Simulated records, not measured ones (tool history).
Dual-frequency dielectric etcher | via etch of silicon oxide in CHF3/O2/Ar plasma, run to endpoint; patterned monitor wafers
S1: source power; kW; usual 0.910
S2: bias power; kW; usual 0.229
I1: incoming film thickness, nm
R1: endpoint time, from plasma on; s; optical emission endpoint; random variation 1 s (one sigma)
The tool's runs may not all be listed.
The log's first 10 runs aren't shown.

run 11 hour=116.0 | S1=0.910 S2=0.249 | I1=805.2 | R1=314.5
run 12 hour=123.5 | S1=0.910 S2=0.229 | I1=798.0 | R1=321.5
run 13 hour=140.8 | S1=0.910 S2=0.256 | I1=808.1 | R1=312.8
run 14 hour=155.5 | S1=0.910 S2=0.256 | I1=807.4 | R1=310.8
run 15 hour=163.9 | S1=1.000 S2=0.229 | I1=815.4 | R1=309.2
run 16 hour=171.1 | S1=1.120 S2=0.256 | I1=816.1 | R1=279.8
-- hour=206.3 wet clean of the chamber
run 17 hour=206.8 | S1=1.040 S2=0.229 | I1=801.5 | R1=298.4
run 18 hour=207.2 | S1=0.910 S2=0.202 | I1=805.3 | R1=338.6
run 19 hour=215.0 | S1=0.750 S2=0.209 | I1=804.9 | R1=379.2
run 20 hour=233.7 | S1=0.910 S2=0.179 | I1=808.0 | R1=353.0
-- hour=238.9 source power generator calibrated
run 21 hour=244.2 | S1=0.910 S2=0.229 | I1=810.1 | R1=325.0
run 22 hour=251.7 | S1=0.910 S2=0.229 | I1=807.7 | R1=324.4
run 23 hour=264.3 | S1=0.800 S2=0.284 | I1=808.0 | R1=325.6
run 24 hour=270.7 | S1=1.000 S2=0.174 | I1=804.6 | R1=334.8
run 25 hour=283.4 | S1=0.910 S2=0.229 | I1=809.8 | R1=327.0

Forecast run 26:
run 26 hour=299.4 | S1=0.750 S2=0.271 | I1=807.9 | R1=?

Run 26 gave R1 348.0 s.
Without the tool's hidden state the same run would have given R1 348.0 s.

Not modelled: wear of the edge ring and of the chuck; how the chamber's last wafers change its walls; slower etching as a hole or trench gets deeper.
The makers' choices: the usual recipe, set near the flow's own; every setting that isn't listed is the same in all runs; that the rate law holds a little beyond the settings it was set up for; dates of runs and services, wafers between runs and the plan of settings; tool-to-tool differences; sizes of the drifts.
